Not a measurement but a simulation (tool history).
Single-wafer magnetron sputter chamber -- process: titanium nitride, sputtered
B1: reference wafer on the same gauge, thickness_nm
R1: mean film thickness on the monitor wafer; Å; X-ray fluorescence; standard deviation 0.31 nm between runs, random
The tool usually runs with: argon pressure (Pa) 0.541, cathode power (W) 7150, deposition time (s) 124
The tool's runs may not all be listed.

{"run": 1, "hour": 0.0, "argon pressure (Pa)": 0.541, "cathode power (W)": 7150, "deposition time (s)": 124, "B1": 159.748, "R1": 1469.57}
{"run": 2, "hour": 60.8, "argon pressure (Pa)": 0.541, "cathode power (W)": 7150, "deposition time (s)": 124, "B1": 159.99, "R1": 1466.47}
{"run": 3, "hour": 123.9, "argon pressure (Pa)": 0.541, "cathode power (W)": 7150, "deposition time (s)": 124, "B1": 160.196, "R1": 1478.3}
{"run": 4, "hour": 152.0, "argon pressure (Pa)": 0.541, "cathode power (W)": 7150, "deposition time (s)": 124, "B1": 160.238, "R1": 1479.12}
{"run": 5, "hour": 177.7, "argon pressure (Pa)": 0.541, "cathode power (W)": 7150, "deposition time (s)": 124, "B1": 160.301, "R1": 1478.65}
{"run": 6, "hour": 224.4, "argon pressure (Pa)": 0.451, "cathode power (W)": 7150, "deposition time (s)": 124, "B1": 160.492, "R1": 1549.23}
{"run": 7, "hour": 286.5, "argon pressure (Pa)": 0.541, "cathode power (W)": 5750, "deposition time (s)": 124, "B1": 160.427, "R1": 1191.31}
{"run": 8, "hour": 321.3, "argon pressure (Pa)": 0.648, "cathode power (W)": 7150, "deposition time (s)": 124, "B1": 160.415, "R1": 1400.24}
{"hour": 355.9, "done": "capacitance manometer re-zeroed and calibrated"}
{"run": 9, "hour": 356.4, "argon pressure (Pa)": 0.541, "cathode power (W)": 7150, "deposition time (s)": 124, "B1": 160.526, "R1": 1478.29}
{"run": 10, "hour": 393.0, "argon pressure (Pa)": 0.613, "cathode power (W)": 7150, "deposition time (s)": 124, "B1": 160.49, "R1": 1427.41}
{"hour": 403.6, "done": "sputter target and shields replaced"}
{"hour": 428.4, "done": "gauge calibrated"}
{"run": 11, "hour": 432.2, "argon pressure (Pa)": 0.541, "cathode power (W)": 7150, "deposition time (s)": 107, "B1": 158.945, "R1": 1264.25}
{"run": 12, "hour": 487.9, "argon pressure (Pa)": 0.426, "cathode power (W)": 7150, "deposition time (s)": 124, "B1": 159.445, "R1": 1556.24}
{"hour": 531.6, "done": "magnet pack replaced"}
{"run": 13, "hour": 532.7, "argon pressure (Pa)": 0.541, "cathode power (W)": 6000, "deposition time (s)": 138, "B1": 159.591, "R1": 1367.09}
{"run": 14, "hour": 597.2, "argon pressure (Pa)": 0.541, "cathode power (W)": 7150, "deposition time (s)": 124, "B1": 159.908, "R1": 1477.94}

Run 15, settings as shown, results not yet in. Your forecast:
{"run": 15, "hour": 667.6, "argon pressure (Pa)": 0.541, "cathode power (W)": 7150, "deposition time (s)": 124, "B1": "?", "R1": "?"}

Run 15 produced B1 160.224, R1 1475.04 Å.
With the hidden condition absent and the run-to-run variation left alone, this run would have shown R1 1464.64 Å.
